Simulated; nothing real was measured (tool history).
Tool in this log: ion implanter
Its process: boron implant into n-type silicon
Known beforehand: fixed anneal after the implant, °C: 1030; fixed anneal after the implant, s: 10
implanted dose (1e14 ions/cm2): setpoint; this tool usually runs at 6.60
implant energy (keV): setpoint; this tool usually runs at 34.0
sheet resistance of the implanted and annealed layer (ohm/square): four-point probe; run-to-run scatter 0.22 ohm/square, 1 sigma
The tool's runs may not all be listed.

run   hour  implanted dose (1e14 ions/cm2)  implant energy (keV)  read-back reference wafer on the same gauge, sheet resistance  sheet resistance of the implanted and annealed layer (ohm/square)
  1    0.0                            5.85                  34.0                                                         178.02                                                             156.72
  2   11.4                            5.85                  34.0                                                         178.06                                                             156.58
  3   25.1                            6.60                  34.0                                                         178.00                                                             141.85
  4   31.5                            6.60                  34.0                                                         178.00                                                             141.48
  5   43.7                            6.60                  25.0                                                         177.98                                                             145.95
  6   50.8                            6.60                  42.0                                                         178.10                                                             139.00
  7   62.3                            6.60                  34.0                                                         178.01                                                             141.57
  8   75.3                            6.60                  34.0                                                         177.93                                                             141.67
      96.1  -- extraction supply calibrated
  9   96.6                            6.60                  34.0                                                         177.96                                                             141.28
 10   99.8                            6.60                  34.0                                                         177.99                                                             141.65
 11  114.5                            6.60                  34.0                                                         177.98                                                             141.66
     124.9  -- gauge calibrated
 12  132.0                            6.60                  34.0                                                         177.99                                                             141.69
 13  140.2                            6.60                  30.5                                                         178.00                                                             143.60
 14  149.5                            6.60                  30.5                                                         177.96                                                             143.16
 15  163.7                            6.60                  30.5                                                         178.02                                                             143.50
 16  171.7                            8.43                  34.0                                                         178.01                                                             115.26
 17  178.8                            6.60                  34.0                                                         178.01                                                             141.76
 18  186.1                            8.09                  29.0                                                         178.02                                                             120.98
 19  201.1                            8.24                  23.5                                                         178.01                                                             121.01
 20  214.4                            4.67                  29.0                                                         177.99                                                             191.69
 21  225.0                            6.60                  26.5                                                         178.05                                                             144.84
 22  275.1                            6.60                  34.0                                                         178.01                                                             142.00
 23  288.6                            7.71                  42.0                                                         177.99                                                             122.56
 24  303.1                            5.28                  23.0                                                         177.99                                                             177.97
 25  309.5                            6.60                  34.0                                                         178.01                                                             141.70
 26  322.1                            5.76                  22.5                                                         177.97                                                             165.35
 27  335.4                            7.48                  34.0                                                         178.02                                                             127.56
     353.3  -- Faraday cup replaced and dose calibrated
 28  353.8                            5.94                  26.5                                                         178.02                                                             164.27
 29  355.4                            7.36                  41.0                                                         177.97                                                             132.08
 30  363.7                            5.37                  34.0                                                         177.92                                                             174.40
 31  381.6                            6.60                  34.0                                                         178.05                                                             147.24
 32  388.9                            8.28                  34.0                                                         178.02                                                             121.27
 33  394.9                            6.60                  34.0                                                         177.97                                                             146.44
 34  402.5                            7.65                  31.0                                                         178.03                                                             131.12
 35  418.1                            4.62                  34.0                                                         178.01                                                             196.45
 36  447.0                            7.78                  25.5                                                         177.99                                                             130.60
 37  499.6                            7.94                  34.0                                                         177.97                                                             125.34
 38  510.3                            7.92                  23.5                                                         178.02                                                             129.40

For some of the steps in sheet resistance of the implanted and annealed layer (ohm/square) from one run to the next: how much would appear even if the tool had no hidden state, given the settings, what came in and random variation, and how much remains for the hidden state plus any gauge scatter that the measured result and the result without hidden state don't share?
Hidden state at play: deviation of the true dose from the Faraday cup's reading, %; deviation of the true energy from its setpoint, %; gauge reads high (%).
Run 19 -> 20: implanted dose (1e14 ions/cm2) 8.24 -> 4.67, implant energy (keV) 23.5 -> 29.0. sheet resistance of the implanted and annealed layer (ohm/square) +70.68: hidden state -3.03, all else +73.71.
Run 23 -> 24: implanted dose (1e14 ions/cm2) 7.71 -> 5.28, implant energy (keV) 42.0 -> 23.0. sheet resistance of the implanted and annealed layer (ohm/square) +55.41: hidden state -2.83, all else +58.24.
Run 27 -> 28: implanted dose (1e14 ions/cm2) 7.48 -> 5.94, implant energy (keV) 34.0 -> 26.5, Faraday cup replaced and dose calibrated. sheet resistance of the implanted and annealed layer (ohm/square) +36.71: hidden state +4.71, all else +32.00.
Run 34 -> 35: implanted dose (1e14 ions/cm2) 7.65 -> 4.62, implant energy (keV) 31.0 -> 34.0. sheet resistance of the implanted and annealed layer (ohm/square) +65.33: hidden state -0.82, all else +66.15.
Run 35 -> 36: implanted dose (1e14 ions/cm2) 4.62 -> 7.78, implant energy (keV) 34.0 -> 25.5. sheet resistance of the implanted and annealed layer (ohm/square) -65.85: hidden state +0.49, all else -66.34.
